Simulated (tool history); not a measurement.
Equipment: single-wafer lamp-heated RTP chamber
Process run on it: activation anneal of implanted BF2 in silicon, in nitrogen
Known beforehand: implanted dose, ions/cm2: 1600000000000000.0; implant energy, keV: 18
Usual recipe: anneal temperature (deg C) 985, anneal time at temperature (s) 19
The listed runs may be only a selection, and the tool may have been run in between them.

| run | hour | anneal temperature (deg C) | anneal time at temperature (s) | read-back reference wafer on the same gauge, sheet resistance | sheet resistance of the implanted and annealed layer (ohm/square) |
|---|---|---|---|---|---|
| 1 | 0 | 985 | 19 | 233.01 | 222.11 |
| 2 | 33.1 | 973 | 19 | 233.01 | 244.76 |
| 3 | 66.6 | 973 | 19 | 232.69 | 244.79 |
| 4 | 99.2 | 973 | 19 | 232.98 | 245.47 |
| 5 | 128.2 | 968 | 19 | 233.3 | 255.77 |
| 6 | 160.7 | 979 | 15 | 233.22 | 240.06 |
| 7 | 220 | 993 | 19 | 233.13 | 207.33 |
| 8 | 288.9 | 993 | 19 | 232.81 | 208.79 |
| 9 | 351.1 | 993 | 19 | 233.29 | 207.19 |
| 10 | 397.4 | 985 | 19 | 233.42 | 221.16 |
| 11 | 434.9 | 985 | 19 | 232.61 | 221.29 |
| 12 | 479.8 | 985 | 19 | 232.87 | 220.74 |
| 13 | 645.8 | 985 | 19 | 233.14 | 222.68 |
| 14 | 695.7 | 985 | 19 | 233.11 | 222.21 |
| 15 | 721.5 | 979 | 15 | 233.08 | 239.58 |
| 16 | 773.5 | 974 | 28 | 233.14 | 230.23 |
| 17 | 834.7 | 967 | 8 | 233 | 276.62 |
| 18 | 872.6 | 995 | 19 | 232.98 | 202.82 |
| 19 | 917.8 | 1004 | 22 | 233.23 | 183.26 |
| 20 | 988.4 | 1005 | 12 | 233.11 | 202.93 |
| 21 | 1035.4 | 968 | 19 | 233.28 | 254.81 |
| 22 | 1092.9 | 997 | 12 | 233.05 | 215.38 |
| 23 | 1124.7 | 1005 | 23 | 233.09 | 179.33 |
| 24 | 1187 | 972 | 15 | 233.01 | 252.74 |
| 25 | 1226.4 | 960 | 12 | 233.11 | 283.13 |
| 26 | 1298.1 | 985 | 19 | 233 | 221.82 |
| 27 | 1332 | 960 | 26 | 232.95 | 262.32 |
| 28 | 1403.8 | 1010 | 27 | 232.96 | 165.83 |
| 29 | 1468.6 | 985 | 9 | 233.11 | 243.4 |
| 30 | 1533.5 | 1000 | 15 | 233.22 | 204.59 |
| 31 | 1574.6 | 975 | 24 | 233.1 | 233.49 |
| 32 | 1613.9 | 985 | 22 | 233.07 | 216.07 |
| 33 | 1656.6 | 961 | 11 | 233.1 | 280.99 |
| 34 | 1690.7 | 985 | 25 | 233.48 | 212.62 |
| 35 | 1758.4 | 966 | 8 | 233.07 | 279.38 |
| 36 | 1793.4 | 985 | 19 | 233.05 | 222.24 |

Missing from the log above: 7 entries noted between runs. For each, name the pair of listed runs it sits between and say how the tool's hidden condition differs from the listed run just before to the listed run just after:
After run 2, before run 3: pyrometer window cleaned and pyrometer calibrated (hour 56)
  nothing in the hidden state changes from one run to the other
After run 12, before run 13: pyrometer window cleaned and pyrometer calibrated (hour 505.2); reflector plate cleaned (hour 556.8)
  nothing in the hidden state changes from one run to the other
After run 21, before run 22: pyrometer window cleaned and pyrometer calibrated (hour 1092.4)
  nothing in the hidden state changes from one run to the other
After run 24, before run 25: reflector plate cleaned (hour 1203.7)
  nothing in the hidden state changes from one run to the other
After run 26, before run 27: gauge calibrated (hour 1326.9)
  nothing in the hidden state changes from one run to the other
After run 33, before run 34: pyrometer window cleaned and pyrometer calibrated (hour 1680.8)
  nothing in the hidden state changes from one run to the other
